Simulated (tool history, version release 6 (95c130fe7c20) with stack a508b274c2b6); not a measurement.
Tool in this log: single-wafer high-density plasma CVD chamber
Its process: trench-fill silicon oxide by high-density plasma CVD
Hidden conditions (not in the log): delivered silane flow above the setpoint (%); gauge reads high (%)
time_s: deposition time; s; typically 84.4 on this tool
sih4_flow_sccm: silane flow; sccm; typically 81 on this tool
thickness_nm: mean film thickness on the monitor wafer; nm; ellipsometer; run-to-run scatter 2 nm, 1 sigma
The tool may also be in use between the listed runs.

| run | hour | time_s | sih4_flow_sccm | wafers since the last listed run | hours since the silane flow controller was replaced | hours since the gauge calibration | read-back reference wafer on the same gauge, thickness_nm | thickness_nm |
|---|---|---|---|---|---|---|---|---|
| 1 | 0 | 89.8 | 81 | 0 | 1389 | 361.7 | 526.954 | 628.692 |
| 2 | 11.1 | 89.8 | 81 | 170 | 1400.1 | 372.8 | 527.218 | 626.413 |
| 3 | 25.6 | 89.8 | 81 | 222 | 1414.6 | 387.3 | 526.623 | 622.975 |
| 4 | 43.4 | 84.4 | 81 | 273 | 1432.4 | 405.1 | 527.412 | 585.277 |
| 5 | 53.3 | 84.4 | 81 | 152 | 1442.3 | 415 | 526.871 | 586.144 |
| 6 | 67.9 | 84.4 | 72 | 224 | 1456.9 | 429.6 | 526.602 | 520.289 |
| 7 | 74.9 | 84.4 | 72 | 107 | 1463.9 | 436.6 | 526.777 | 518.928 |
| 8 | 85.4 | 84.4 | 87 | 161 | 1474.4 | 447.1 | 526.219 | 624.81 |
| 9 | 98.1 | 84.4 | 87 | 195 | 1487.1 | 459.8 | 527.526 | 628.11 |
| 10 | 110.9 | 84.4 | 87 | 196 | 1499.9 | 472.6 | 527.372 | 625.748 |
| 11 | 117.1 | 84.4 | 74 | 95 | 1506.1 | 478.8 | 527.099 | 532.116 |
| 12 | 127.3 | 84.4 | 81 | 156 | 1516.3 | 489 | 526.789 | 586.643 |
| 13 | 137.2 | 78.4 | 81 | 152 | 1526.2 | 498.9 | 526.979 | 542.733 |
| 14 | 145.6 | 78.4 | 81 | 129 | 1534.6 | 507.3 | 527.166 | 541.437 |
| 15 | 162.7 | 71.4 | 81 | 262 | 1551.7 | 524.4 | 526.754 | 489.035 |
| 16 | 177 | 71.4 | 81 | 219 | 1566 | 538.7 | 527.224 | 492.371 |
| 17 | 185.2 | 71.4 | 81 | 126 | 1574.2 | 546.9 | 527.374 | 489.734 |
| 18 | 192.8 | 84.4 | 81 | 116 | 1581.8 | 554.5 | 527.168 | 580.639 |
| 19 | 202.8 | 88.5 | 90 | 153 | 1591.8 | 564.5 | 527.439 | 674.398 |
|  | 203.7 | gauge calibrated |
| 20 | 217.5 | 97 | 81 | 225 | 1606.5 | 13.8 | 526.634 | 664.05 |
| 21 | 234.3 | 97 | 81 | 258 | 1623.3 | 30.6 | 527.802 | 664.314 |
| 22 | 246.7 | 70.3 | 71 | 190 | 1635.7 | 43 | 527.431 | 423.444 |
| 23 | 257.4 | 71.4 | 81 | 164 | 1646.4 | 53.7 | 526.315 | 487.606 |
| 24 | 271.2 | 74 | 97 | 212 | 1660.2 | 67.5 | 527.214 | 604.796 |
| 25 | 279.4 | 72.4 | 91 | 126 | 1668.4 | 75.7 | 526.529 | 552.823 |
| 26 | 291.5 | 84.4 | 81 | 185 | 1680.5 | 87.8 | 526.965 | 574.633 |
| 27 | 299 | 71.1 | 81 | 115 | 1688 | 95.3 | 526.795 | 484.018 |
| 28 | 310.4 | 84.4 | 81 | 175 | 1699.4 | 106.7 | 527.255 | 573.027 |
| 29 | 316.8 | 79.9 | 77 | 98 | 1705.8 | 113.1 | 526.68 | 516.218 |
|  | 331 | silane flow controller replaced |
| 30 | 331.5 | 97.3 | 81 | 102 | 0.5 | 127.8 | 526.824 | 704.551 |
| 31 | 338.2 | 84.4 | 66 | 102 | 7.2 | 134.5 | 527.424 | 500.181 |
| 32 | 355.9 | 89.1 | 95 | 272 | 24.9 | 152.2 | 527.597 | 759.078 |
| 33 | 368 | 84.4 | 93 | 185 | 37 | 164.3 | 526.968 | 704.723 |
| 34 | 415.3 | 73.6 | 67 | 726 | 84.3 | 211.6 | 526.836 | 444.534 |
| 35 | 431.6 | 93.1 | 76 | 250 | 100.6 | 227.9 | 526.72 | 631.943 |
| 36 | 446.5 | 68.3 | 81 | 229 | 115.5 | 242.8 | 527.135 | 497.318 |
| 37 | 461.2 | 84.4 | 81 | 225 | 130.2 | 257.5 | 526.683 | 613.672 |
| 38 | 469.2 | 84.4 | 74 | 122 | 138.2 | 265.5 | 527.081 | 561.468 |
| 39 | 476.5 | 68.1 | 67 | 112 | 145.5 | 272.8 | 526.533 | 407.176 |
| 40 | 484.2 | 89.5 | 75 | 118 | 153.2 | 280.5 | 527.211 | 604.067 |
| 41 | 498.8 | 92.4 | 67 | 224 | 167.8 | 295.1 | 527.423 | 556.261 |
| 42 | 507.3 | 84.4 | 91 | 130 | 176.3 | 303.6 | 527.194 | 690.287 |

Pick out some run-to-run changes in thickness_nm. Of each, how much would a tool without hidden state show as well, from the settings, what came in and chance, and how much is left for the hidden state and any gauge scatter not in both results compared?
Run 21 -> 22: time_s 97 -> 70.3, sih4_flow_sccm 81 -> 71. thickness_nm -240.87 nm: hidden state +15.406, all else -256.276.
Run 23 -> 24: time_s 71.4 -> 74, sih4_flow_sccm 81 -> 97. thickness_nm +117.19 nm: hidden state -8.635, all else +125.825.
Run 29 -> 30: time_s 79.9 -> 97.3, sih4_flow_sccm 77 -> 81, silane flow controller replaced. thickness_nm +188.333 nm: hidden state +34.248, all else +154.085.
Run 31 -> 32: time_s 84.4 -> 89.1, sih4_flow_sccm 66 -> 95. thickness_nm +258.897 nm: hidden state -1.23, all else +260.127.
Run 33 -> 34: time_s 84.4 -> 73.6, sih4_flow_sccm 93 -> 67. thickness_nm -260.189 nm: hidden state +1.175, all else -261.364.

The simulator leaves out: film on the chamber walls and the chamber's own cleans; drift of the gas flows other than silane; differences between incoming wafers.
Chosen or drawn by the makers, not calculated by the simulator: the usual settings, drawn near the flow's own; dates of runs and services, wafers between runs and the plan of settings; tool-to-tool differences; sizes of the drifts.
